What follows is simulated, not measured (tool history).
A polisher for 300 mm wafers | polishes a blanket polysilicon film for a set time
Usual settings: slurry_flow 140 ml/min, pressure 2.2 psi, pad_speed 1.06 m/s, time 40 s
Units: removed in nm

| run | hour | slurry_flow | pressure | pad_speed | time | wafers since the last listed run | wafers polished on this pad | hours since the slurry nozzle was cleaned | hours since the head pressure was calibrated | incoming thickness of the incoming film, nm | removed |
|---|---|---|---|---|---|---|---|---|---|---|---|
| 1 | 0 | 120 | 2.2 | 1.06 | 34 | 0 | 1692 | 281.5 | 523.6 | 1766.8 | 207.1 |
|  | 18 | slurry nozzle cleaned |
|  | 90.5 | head pressure recalibrated |
| 2 | 99.2 | 120 | 2.2 | 1.06 | 34 | 1712 | 3404 | 81.2 | 8.7 | 1722.1 | 214.4 |
| 3 | 200.1 | 140 | 2.2 | 1.06 | 40 | 1795 | 5200 | 182.1 | 109.6 | 1727.9 | 255.7 |
|  | 222.5 | worn pad replaced by a new one |
| 4 | 295.8 | 140 | 2.2 | 1.06 | 40 | 1632 | 1304 | 277.8 | 205.3 | 1755 | 251.3 |
|  | 375.5 | slurry nozzle cleaned |
| 5 | 386.4 | 140 | 2.2 | 1.06 | 40 | 1594 | 2899 | 10.9 | 295.9 | 1749.1 | 244.4 |
| 6 | 479.7 | 140 | 2.2 | 1.06 | 40 | 1660 | 4560 | 104.2 | 389.2 | 1751 | 241.4 |
|  | 524.8 | worn pad replaced by a new one |
| 7 | 548.4 | 140 | 2.2 | 1.06 | 40 | 1151 | 419 | 172.9 | 457.9 | 1739.8 | 239.5 |
| 8 | 619.7 | 140 | 2.6 | 1.06 | 40 | 1269 | 1689 | 244.2 | 529.2 | 1757.5 | 267.3 |
|  | 623.4 | slurry nozzle cleaned, repeated, since the last time left the tool worse |
|  | 664 | head pressure recalibrated |
| 9 | 679 | 115 | 2.2 | 1.06 | 40 | 1002 | 2691 | 55.6 | 15 | 1738.8 | 248.3 |
| 10 | 766.5 | 115 | 2.2 | 1.06 | 40 | 1557 | 4248 | 143.1 | 102.5 | 1713.1 | 250.3 |
|  | 862.9 | worn pad replaced by a new one |
| 11 | 869.7 | 140 | 2.2 | 1.06 | 47 | 1765 | 121 | 246.3 | 205.7 | 1727.5 | 298.9 |
|  | 973.4 | slurry nozzle cleaned |
| 12 | 973.9 | 140 | 2.2 | 0.9 | 40 | 1836 | 1958 | 0.5 | 309.9 | 1717.5 | 227.7 |
| 13 | 1067.8 | 140 | 2.2 | 1.06 | 32 | 1671 | 3629 | 94.4 | 403.8 | 1729.4 | 203 |
| 14 | 1120.4 | 140 | 2.2 | 1.24 | 36 | 936 | 4565 | 147 | 456.4 | 1717 | 254.8 |
| 15 | 1164.5 | 110 | 2.8 | 1.06 | 40 | 784 | 5350 | 191.1 | 500.5 | 1730.8 | 302 |
|  | 1189.4 | worn pad replaced by a new one |
| 16 | 1207.9 | 140 | 2.2 | 1.06 | 40 | 701 | 328 | 234.5 | 543.9 | 1733.6 | 255.8 |
|  | 1215.3 | head pressure recalibrated |
| 17 | 1285.8 | 140 | 2.2 | 1.06 | 36 | 1350 | 1679 | 312.4 | 70.5 | 1731.1 | 226.1 |
|  | 1307 | slurry nozzle cleaned |
| 18 | 1355.3 | 140 | 2.2 | 1.06 | 40 | 1219 | 2899 | 48.3 | 140 | 1722.4 | 260.2 |
| 19 | 1414 | 140 | 2.2 | 1.06 | 40 | 1044 | 3943 | 107 | 198.7 | 1759 | 256.3 |
| 20 | 1464.6 | 105 | 2.8 | 1.42 | 40 | 900 | 4844 | 157.6 | 249.3 | 1757.2 | 370.7 |
| 21 | 1513 | 100 | 1.7 | 0.84 | 32 | 861 | 5706 | 206 | 297.7 | 1728.2 | 134.2 |
|  | 1566.8 | worn pad replaced by a new one |
| 22 | 1568.5 | 140 | 2.2 | 1.06 | 40 | 916 | 30 | 261.5 | 353.2 | 1746 | 254.2 |
| 23 | 1652.1 | 165 | 3 | 0.78 | 50 | 1488 | 1518 | 345.1 | 436.8 | 1724.7 | 338.3 |

Forecast each of these 5 alternatives for the next run:
| A | 1652.5 | 140 | 2.2 | 1.06 | 40 | 7 | 1525 | 345.5 | 437.2 | 1716.6 | ? |
| B | 1652.5 | 175 | 2.2 | 1.06 | 28 | 7 | 1525 | 345.5 | 437.2 | 1716.6 | ? |
| C | 1652.5 | 140 | 2.6 | 0.96 | 40 | 7 | 1525 | 345.5 | 437.2 | 1716.6 | ? |
| D | 1652.5 | 125 | 1.5 | 0.94 | 52 | 7 | 1525 | 345.5 | 437.2 | 1716.6 | ? |
| E | 1652.5 | 140 | 2.2 | 1.18 | 36 | 7 | 1525 | 345.5 | 437.2 | 1716.6 | ? |

| run | removed |
|---|---|
| A | 252.4 |
| B | 182.7 |
| C | 271.1 |
| D | 219.3 |
| E | 245.1 |
Without the tool's hidden state the same runs would have given:
| run | removed |
|---|---|
| A | 262.4 |
| B | 188.8 |
| C | 281.7 |
| D | 228.5 |
| E | 254.8 |
